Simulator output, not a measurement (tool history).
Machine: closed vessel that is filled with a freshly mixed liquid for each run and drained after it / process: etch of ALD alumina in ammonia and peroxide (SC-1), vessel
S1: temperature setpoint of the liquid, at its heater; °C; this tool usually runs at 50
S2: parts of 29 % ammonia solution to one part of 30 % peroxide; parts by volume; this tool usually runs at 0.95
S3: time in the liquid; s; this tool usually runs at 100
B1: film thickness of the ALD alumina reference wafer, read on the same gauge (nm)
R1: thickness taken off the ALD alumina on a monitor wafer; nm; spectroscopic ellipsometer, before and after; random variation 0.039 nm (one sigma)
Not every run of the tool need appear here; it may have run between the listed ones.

Run 1, hour 0: usual settings; B1 140. Result: R1 7.36 nm.
Run 2, hour 12: usual settings but S2 0.8 parts by volume; B1 140.03. Result: R1 7.21 nm.
Run 3, hour 29.4: usual settings but S2 0.8 parts by volume; B1 140. Result: R1 7.22 nm.
Run 4, hour 42.5: usual settings but S2 1.15 parts by volume, S3 80 s; B1 139.98. Result: R1 5.93 nm.
Run 5, hour 55.7: usual settings but S1 55.5 °C, S2 0.75 parts by volume; B1 140.03. Result: R1 9.65 nm.
Run 6, hour 66.5: usual settings; B1 139.99. Result: R1 7.35 nm.
Run 7, hour 84.4: usual settings; B1 139.96. Result: R1 7.3 nm.
Run 8, hour 91: usual settings; B1 139.97. Result: R1 6.75 nm.
Run 9, hour 102.9: usual settings but S3 80 s; B1 140.03. Result: R1 5.47 nm.
Run 10, hour 111.7: usual settings but S1 53 °C, S3 115 s; B1 140.01. Result: R1 9.18 nm.
Run 11, hour 125.3: usual settings but S3 50 s; B1 140.02. Result: R1 3.42 nm.
Run 12, hour 141.3: usual settings; B1 140.01. Result: R1 6.76 nm.
Run 13, hour 158.9: usual settings but S1 46.5 °C, S2 0.65 parts by volume, S3 55 s; B1 139.98. Result: R1 2.98 nm.
Run 14, hour 176.5: usual settings; B1 139.97. Result: R1 6.8 nm.
Run 15, hour 187.1: usual settings; B1 139.97. Result: R1 6.88 nm.
Run 16, hour 194.6: usual settings but S1 45 °C, S2 0.7 parts by volume, S3 130 s; B1 140.04. Result: R1 6.58 nm.
Run 17, hour 205.9: usual settings but S1 55.5 °C, S2 0.8 parts by volume; B1 139.99. Result: R1 9.04 nm.
Run 18, hour 223.1: usual settings but S1 56 °C, S2 0.8 parts by volume, S3 75 s; B1 140.04. Result: R1 6.98 nm.
Run 19, hour 239.3: usual settings; B1 139.99. Result: R1 6.87 nm.
Run 20, hour 245.6: usual settings but S1 43.5 °C, S2 1.15 parts by volume, S3 45 s; B1 140. Result: R1 2.17 nm.
Run 21, hour 255.7: usual settings but S1 53 °C, S2 1.2 parts by volume, S3 135 s; B1 140.01. Result: R1 11.22 nm.
Run 22, hour 268.1: usual settings; B1 140.01. Result: R1 6.96 nm.
Run 23, hour 281.2: usual settings; B1 139.98. Result: R1 6.9 nm.
Run 24, hour 292: usual settings but S2 0.85 parts by volume; B1 139.98. Result: R1 6.87 nm.
Run 25, hour 299.9: usual settings but S2 0.85 parts by volume, S3 85 s; B1 139.96. Result: R1 5.83 nm.
Run 26, hour 311.2: usual settings; B1 140. Result: R1 6.9 nm.
Run 27, hour 322.9: usual settings but S2 0.75 parts by volume; B1 139.98. Result: R1 6.67 nm.
Run 28, hour 333.8: usual settings but S1 59.5 °C, S3 75 s; B1 140. Result: R1 8.64 nm.
Run 29, hour 349.9: usual settings but S3 150 s; B1 139.97. Result: R1 10.3 nm.

The log once held 4 entries between its listed runs, left out of this copy. Where does each go, and what is different about the tool's unlogged condition between the listed run before it and the listed run after it?
Run 2 -> run 3: gauge calibrated (hour 29)
  liquid hotter than its thermometer reads (K): 1.61 -> 1.64
  difference, measured minus the result without the unlogged condition, R1: +0.6 -> +0.62 nm
Run 7 -> run 8: thermometer replaced (hour 88.8)
  liquid hotter than its thermometer reads (K): 1.71 -> 0.307
  difference, measured minus the result without the unlogged condition, R1: +0.65 -> +0.11 nm
Run 9 -> run 10: new drum of ammonia solution connected (hour 108.2)
  liquid hotter than its thermometer reads (K): 0.323 -> 0.335
  difference, measured minus the result without the unlogged condition, R1: +0.1 -> +0.16 nm
Run 18 -> run 19: ammonia flow meter replaced (hour 225.4)
  liquid hotter than its thermometer reads (K): 0.488 -> 0.51
  difference, measured minus the result without the unlogged condition, R1: +0.18 -> +0.19 nm
